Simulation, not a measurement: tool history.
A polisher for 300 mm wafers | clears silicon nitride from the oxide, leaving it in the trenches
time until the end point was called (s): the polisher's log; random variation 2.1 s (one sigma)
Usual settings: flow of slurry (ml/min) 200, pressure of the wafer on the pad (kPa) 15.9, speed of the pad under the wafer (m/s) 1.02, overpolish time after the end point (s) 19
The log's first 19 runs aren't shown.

run,hour,flow of slurry (ml/min),pressure of the wafer on the pad (kPa),speed of the pad under the wafer (m/s),overpolish time after the end point (s),"incoming thickness of the incoming film, nm",time until the end point was called (s)
20,1431.1,200,15.9,1.02,26,89.4,120.8
# hour 1452.0: head pressure recalibrated
# hour 1510.2: slurry nozzle cleaned
21,1523.4,200,15.9,1.20,19,91.0,106.1
22,1561.1,245,20.0,1.02,19,89.2,91.4
23,1625.2,200,15.9,1.02,16,89.8,119.9
24,1680.0,140,15.9,1.02,19,89.1,127.9
25,1763.9,150,11.7,0.76,19,91.3,236.7
26,1828.7,150,17.9,0.70,29,89.4,162.4
# hour 1843.8: worn pad replaced by a new one
27,1913.2,200,15.9,1.02,19,90.3,120.2
28,1957.0,235,11.0,0.82,8,89.4,208.0
# hour 2025.2: head pressure recalibrated
29,2030.3,235,12.4,0.74,19,90.5,207.6
# hour 2044.9: slurry nozzle cleaned
30,2109.6,200,15.9,1.02,19,90.6,126.1
31,2187.4,200,12.4,1.02,25,90.3,152.7
# hour 2290.9: worn pad replaced by a new one
32,2294.0,165,15.9,1.02,23,90.7,125.5
33,2337.5,200,15.9,1.02,25,89.8,125.0
34,2382.0,200,15.9,1.02,19,89.5,122.4
35,2445.8,250,18.6,1.30,25,88.5,74.9

5 ways to go on from here, each from the tool as it stands after run 35. What would each give?
A,2446.3,200,15.9,1.02,19,89.2,?
B,2446.3,265,19.3,1.02,12,89.2,?
C,2446.3,200,11.0,1.02,19,89.2,?
D,2446.3,200,20.7,1.02,25,89.2,?
E,2446.3,200,15.9,1.22,19,89.2,?

run,time until the end point was called (s)
A,125.3
B,99.4
C,180.1
D,96.0
E,104.7
Without the tool's hidden state the same runs would have given:
run,time until the end point was called (s)
A,125.3
B,99.4
C,180.1
D,96.0
E,104.7
